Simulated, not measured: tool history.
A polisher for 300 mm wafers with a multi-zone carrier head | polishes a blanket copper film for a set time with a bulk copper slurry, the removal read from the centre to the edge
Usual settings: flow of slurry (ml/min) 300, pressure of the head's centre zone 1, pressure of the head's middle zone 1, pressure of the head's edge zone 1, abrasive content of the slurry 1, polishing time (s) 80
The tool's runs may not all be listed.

run	hour	flow of slurry (ml/min)	pressure of the head's centre zone	pressure of the head's middle zone	pressure of the head's edge zone	abrasive content of the slurry	polishing time (s)	wafers since the last listed run	wafers polished on this pad	hours since the slurry nozzle was cleaned	hours since the centre zone pressure was calibrated	hours since the edge zone pressure was calibrated	hours since the carrier head's membrane was replaced	incoming thickness of the incoming film, nm	film removed at the wafer's centre (nm)	film removed at mid-radius (nm)	film removed at the wafer's edge (nm)
1	0	300	1	1	1	1	80	0	1959	546.7	995.3	298.8	1102.7	2887.4	627	632	627
# hour 31.8: worn pad replaced by a new one
2	35.6	300	1	1	1	1	80	253	30	582.3	1030.9	334.4	1138.3	2866.5	635.9	627.2	619.5
3	59.6	300	1	1	1	1	80	192	223	606.3	1054.9	358.4	1162.3	2842.5	632.8	625.4	635.9
4	125.6	300	1	1	1	1	80	530	753	672.3	1120.9	424.4	1228.3	2900.4	631.1	627.6	628.3
# hour 136: slurry nozzle cleaned
5	160.7	300	1	1	1	1	80	274	1027	24.7	1156	459.5	1263.4	2885.4	656.7	649.9	642.5
# hour 213.3: centre zone pressure recalibrated
6	220.5	300	1	1	1	1	80	464	1492	84.5	7.2	519.3	1323.2	2908.6	647.2	643.3	646.2
# hour 252.1: edge zone pressure recalibrated
7	262.8	300	1.08	1.09	1	1	80	323	1816	126.8	49.5	10.7	1365.5	2882.4	698	687.7	629.9
8	310.8	300	1	1	1	1	80	385	2201	174.8	97.5	58.7	1413.5	2926	644.7	649.8	637.4
9	344.5	335	1	1.06	1	0.75	80	270	2472	208.5	131.2	92.4	1447.2	2863.9	610.3	636	601
# hour 365.7: worn pad replaced by a new one
10	377.7	205	1	1	1	1	65	234	96	241.7	164.4	125.6	1480.4	2902	509.7	500.3	507.3
11	409.2	300	0.91	1	1.11	1.15	80	253	349	273.2	195.9	157.1	1511.9	2874.7	612	657.1	686.2
# hour 447.2: carrier head's membrane replaced by a new one
12	447.7	300	1	1	1	1	80	269	618	311.7	234.4	195.6	0.5	2848.3	648.3	633.1	647.5
13	575.1	300	1	1.08	1	1	80	1023	1642	439.1	361.8	323	127.9	2910.7	633.1	684	626.3
# hour 684.8: worn pad replaced by a new one
14	763.9	300	0.88	0.95	1.11	1.1	80	1485	635	627.9	550.6	511.8	316.7	2841.4	578.3	618.3	670.4
15	815	300	1.07	1	1	1	87	410	1046	679	601.7	562.9	367.8	2902.7	722.3	684.1	685.7
# hour 835.7: edge zone pressure recalibrated
16	850.1	300	1	1	0.96	1.15	80	266	1312	714.1	636.8	14.4	402.9	2890.5	654.4	649	635.1
# hour 882: slurry nozzle cleaned
17	895.3	215	0.96	1	1	1	80	355	1667	13.3	682	59.6	448.1	2900.4	601.9	626.6	632.1
18	941.3	300	1	1	0.95	1.2	80	369	2037	59.3	728	105.6	494.1	2849	672.1	666.1	642.4
19	1012.4	385	1	1	1	1	105	571	2608	130.4	799.1	176.7	565.2	2836.3	863.5	853	846.4
# hour 1019.6: worn pad replaced by a new one
20	1182	300	1	1	1	1	80	1330	1305	300	968.7	346.3	734.8	2873.4	635.5	633.1	630

5 ways to go on from here, each from the tool as it stands after run 20. What would each give?
A	1182.4	300	1	0.92	1	1	80	3	1308	300.4	969.1	346.7	735.2	2920.8	?	?	?
B	1182.4	335	1	1	1	1	80	3	1308	300.4	969.1	346.7	735.2	2920.8	?	?	?
C	1182.4	300	1	1	1.11	1	80	3	1308	300.4	969.1	346.7	735.2	2920.8	?	?	?
D	1182.4	300	1	1	0.94	1	80	3	1308	300.4	969.1	346.7	735.2	2920.8	?	?	?
E	1182.4	195	1	0.91	1	1	80	3	1308	300.4	969.1	346.7	735.2	2920.8	?	?	?

run	film removed at the wafer's centre (nm)	film removed at mid-radius (nm)	film removed at the wafer's edge (nm)
A	633.2	589.1	632.9
B	640.3	637.9	636.9
C	633.5	631.6	665.8
D	633.5	631.8	613.9
E	604	559.7	613.5
Without the tool's hidden state the same runs would have given:
run	film removed at the wafer's centre (nm)	film removed at mid-radius (nm)	film removed at the wafer's edge (nm)
A	650.4	603.5	644.7
B	656.4	652.2	647.8
C	650.8	647.1	678.2
D	650.8	647.3	625.3
E	626.3	578.1	628.4

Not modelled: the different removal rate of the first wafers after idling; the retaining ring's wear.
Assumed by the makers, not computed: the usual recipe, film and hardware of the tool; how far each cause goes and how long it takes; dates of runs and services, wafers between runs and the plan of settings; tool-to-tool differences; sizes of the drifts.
